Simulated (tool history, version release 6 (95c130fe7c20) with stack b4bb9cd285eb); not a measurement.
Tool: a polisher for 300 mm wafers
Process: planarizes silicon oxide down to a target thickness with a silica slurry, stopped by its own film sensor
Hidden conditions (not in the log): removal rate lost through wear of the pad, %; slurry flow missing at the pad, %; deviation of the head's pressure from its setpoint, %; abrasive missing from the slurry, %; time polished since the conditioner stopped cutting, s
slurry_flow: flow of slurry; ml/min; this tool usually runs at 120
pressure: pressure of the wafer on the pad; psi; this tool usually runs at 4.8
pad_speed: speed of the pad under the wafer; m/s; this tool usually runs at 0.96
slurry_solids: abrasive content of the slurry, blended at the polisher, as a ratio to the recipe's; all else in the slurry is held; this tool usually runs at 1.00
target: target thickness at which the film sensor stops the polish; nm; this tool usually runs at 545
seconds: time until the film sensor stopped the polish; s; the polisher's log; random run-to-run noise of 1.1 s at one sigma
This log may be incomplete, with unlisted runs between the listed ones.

run	day	slurry_flow	pressure	pad_speed	slurry_solids	target	wafers since the last listed run	wafers polished on this pad	hours since the slurry nozzle was cleaned	hours since the head pressure was calibrated	hours since the slurry blender was calibrated	hours since the conditioning disc was replaced	incoming thickness of the incoming film, nm	seconds
1	0.000	120	4.8	0.96	1.00	545	0	1615	200.0	692.0	540.1	407.4	845.5	103.1
# day 2.188: slurry blender recalibrated
2	2.742	120	4.8	0.96	1.00	545	413	2028	265.8	757.8	13.3	473.2	825.5	88.7
3	5.088	120	6.0	0.96	1.00	545	365	2393	322.1	814.1	69.6	529.5	839.1	74.6
# day 6.971: conditioning disc replaced and pad reconditioned
4	8.038	95	4.8	0.96	1.00	545	446	2840	392.9	884.9	140.4	25.6	837.2	100.6
# day 12.488: worn pad replaced by a new one, of another model than before
5	12.508	95	4.8	0.96	1.00	545	669	3	500.2	992.2	247.7	132.9	843.1	106.0
6	16.754	120	4.8	0.96	1.00	545	660	663	602.1	1094.1	349.6	234.8	847.0	99.2
# day 17.688: slurry nozzle cleaned
# day 18.233: head pressure recalibrated
7	18.904	120	4.8	0.96	1.00	545	315	978	29.2	16.1	401.2	286.4	838.7	99.4
# day 21.046: slurry blender recalibrated
8	23.008	120	4.8	0.96	1.00	545	625	1604	127.7	114.6	47.1	384.9	831.6	92.8
9	25.704	120	4.8	0.96	1.00	582	419	2024	192.4	179.3	111.8	449.6	827.4	79.6
# day 27.479: conditioning disc replaced and pad reconditioned
10	29.608	120	4.8	0.96	1.00	582	594	2618	286.1	273.0	205.5	51.1	831.9	81.2
11	33.408	140	4.8	0.70	1.00	545	591	3210	377.3	364.2	296.7	142.3	830.7	102.4
# day 37.175: worn pad replaced by a new one
# day 43.425: slurry nozzle cleaned
# day 43.833: slurry blender recalibrated
12	46.625	110	4.8	0.96	1.00	545	2011	1451	76.8	681.4	67.0	459.5	850.8	100.7
13	49.479	95	4.8	0.96	1.00	470	444	1895	145.3	749.9	135.5	528.0	842.4	131.6
# day 51.508: conditioning disc replaced and pad reconditioned
14	53.646	120	4.8	0.96	1.00	545	635	2530	245.3	849.9	235.5	51.3	832.6	93.6
# day 57.596: worn pad replaced by a new one
15	58.142	120	6.5	0.96	1.15	457	673	85	353.2	957.8	343.4	159.2	839.0	94.4

Run 16 has not been measured yet. What should we expect?
16	60.496	120	4.8	0.84	1.00	545	366	451	409.7	1014.3	399.9	215.7	839.3	?

{"run 16": {"seconds": 104.4}}
With no hidden state in the tool, this same run would have given seconds 99.2 s.

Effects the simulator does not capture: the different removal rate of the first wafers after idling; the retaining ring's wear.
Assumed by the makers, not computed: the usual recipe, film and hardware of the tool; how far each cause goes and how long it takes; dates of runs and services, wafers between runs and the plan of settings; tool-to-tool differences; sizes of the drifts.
